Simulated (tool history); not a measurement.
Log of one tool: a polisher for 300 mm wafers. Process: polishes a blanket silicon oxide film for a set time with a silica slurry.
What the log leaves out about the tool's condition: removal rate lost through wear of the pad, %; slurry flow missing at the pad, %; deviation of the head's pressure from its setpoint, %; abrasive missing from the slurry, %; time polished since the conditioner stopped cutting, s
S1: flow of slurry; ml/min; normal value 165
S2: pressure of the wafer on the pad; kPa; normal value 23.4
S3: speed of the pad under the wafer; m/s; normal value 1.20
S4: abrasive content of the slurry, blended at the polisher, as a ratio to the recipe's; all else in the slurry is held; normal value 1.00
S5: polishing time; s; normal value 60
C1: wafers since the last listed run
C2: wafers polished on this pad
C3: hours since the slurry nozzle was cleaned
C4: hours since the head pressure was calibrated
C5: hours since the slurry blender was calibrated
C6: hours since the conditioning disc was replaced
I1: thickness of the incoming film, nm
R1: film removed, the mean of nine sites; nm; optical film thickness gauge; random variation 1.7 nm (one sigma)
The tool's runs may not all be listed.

run,hour,S1,S2,S3,S4,S5,C1,C2,C3,C4,C5,C6,I1,R1
1,0.0,165,23.4,1.20,1.00,60,0,292,6.0,566.5,218.6,71.3,1082.5,145.6
2,29.8,165,23.4,1.20,1.00,60,244,537,35.8,596.3,248.4,101.1,1072.1,143.5
3,60.0,165,23.4,1.20,1.00,60,247,784,66.0,626.5,278.6,131.3,1078.5,144.6
4,76.4,165,23.4,1.20,1.00,60,134,919,82.4,642.9,295.0,147.7,1057.1,145.4
5,93.2,165,23.4,1.20,1.00,60,137,1056,99.2,659.7,311.8,164.5,1087.2,143.4
# hour 108.1: slurry blender recalibrated
# hour 111.7: worn pad replaced by a new one
6,126.9,165,23.4,1.20,1.00,60,230,124,132.9,693.4,18.8,198.2,1061.5,160.8
7,160.0,165,23.4,1.20,1.00,60,271,395,166.0,726.5,51.9,231.3,1071.5,151.3
8,177.7,165,23.4,1.20,1.00,60,145,541,183.7,744.2,69.6,249.0,1086.9,152.2
# hour 206.7: slurry nozzle cleaned
9,208.1,165,23.4,1.20,1.00,60,240,781,1.4,774.6,100.0,279.4,1054.1,152.9
10,232.4,165,27.6,1.20,1.00,60,199,981,25.7,798.9,124.3,303.7,1090.0,176.3
# hour 260.9: worn pad replaced by a new one
11,266.4,165,18.6,1.20,1.00,74,245,44,59.7,832.9,158.3,337.7,1076.7,144.1
12,287.2,165,26.9,1.20,1.00,81,170,215,80.5,853.7,179.1,358.5,1072.2,227.2
# hour 361.8: head pressure recalibrated
13,370.4,200,21.4,1.20,1.00,60,665,880,163.7,8.6,262.3,441.7,1072.6,130.7
# hour 377.5: conditioning disc replaced and pad reconditioned
14,383.4,135,23.4,1.56,1.10,60,90,971,176.7,21.6,275.3,5.9,1063.3,177.8
15,416.6,165,23.4,1.42,0.80,60,272,1243,209.9,54.8,308.5,39.1,1071.4,139.4
16,430.8,120,23.4,1.20,1.00,60,116,1359,224.1,69.0,322.7,53.3,1077.4,131.6
# hour 435.3: worn pad replaced by a new one
# hour 455.5: slurry nozzle cleaned
# hour 456.1: slurry blender recalibrated
17,459.4,140,17.2,1.20,1.00,60,188,184,3.9,97.6,3.3,81.9,1080.3,117.0
18,477.1,165,23.4,1.20,1.25,51,145,329,21.6,115.3,21.0,99.6,1072.6,152.1
19,503.6,165,23.4,1.20,1.00,60,217,546,48.1,141.8,47.5,126.1,1070.1,156.9
20,538.8,165,23.4,0.94,0.80,77,288,834,83.3,177.0,82.7,161.3,1069.4,146.3
21,554.9,165,31.0,0.82,0.80,72,131,966,99.4,193.1,98.8,177.4,1090.7,165.6
22,575.5,120,23.4,1.20,1.00,60,168,1135,120.0,213.7,119.4,198.0,1059.3,141.8
# hour 602.5: worn pad replaced by a new one
23,603.0,165,23.4,1.20,1.00,60,192,3,147.5,241.2,146.9,225.5,1068.5,143.9
24,630.9,165,20.0,1.20,1.00,60,228,232,175.4,269.1,174.8,253.4,1062.6,125.6
25,646.2,165,17.2,1.20,1.10,49,125,358,190.7,284.4,190.1,268.7,1070.3,89.6
26,674.7,165,26.9,1.00,0.75,48,233,591,219.2,312.9,218.6,297.2,1065.5,96.9

Branching from run 26: 3 alternative next runs. What would each branch give?
A,675.1,165,23.4,1.42,1.00,60,3,594,219.6,313.3,219.0,297.6,1058.2,?
B,675.1,220,26.2,1.20,0.80,67,3,594,219.6,313.3,219.0,297.6,1058.2,?
C,675.1,165,19.3,1.20,1.00,60,3,594,219.6,313.3,219.0,297.6,1058.2,?

run,R1
A,155.6
B,158.1
C,114.4
With the hidden condition removed and each run's random variation left untouched, the same runs would have given:
run,R1
A,185.1
B,189.4
C,136.1

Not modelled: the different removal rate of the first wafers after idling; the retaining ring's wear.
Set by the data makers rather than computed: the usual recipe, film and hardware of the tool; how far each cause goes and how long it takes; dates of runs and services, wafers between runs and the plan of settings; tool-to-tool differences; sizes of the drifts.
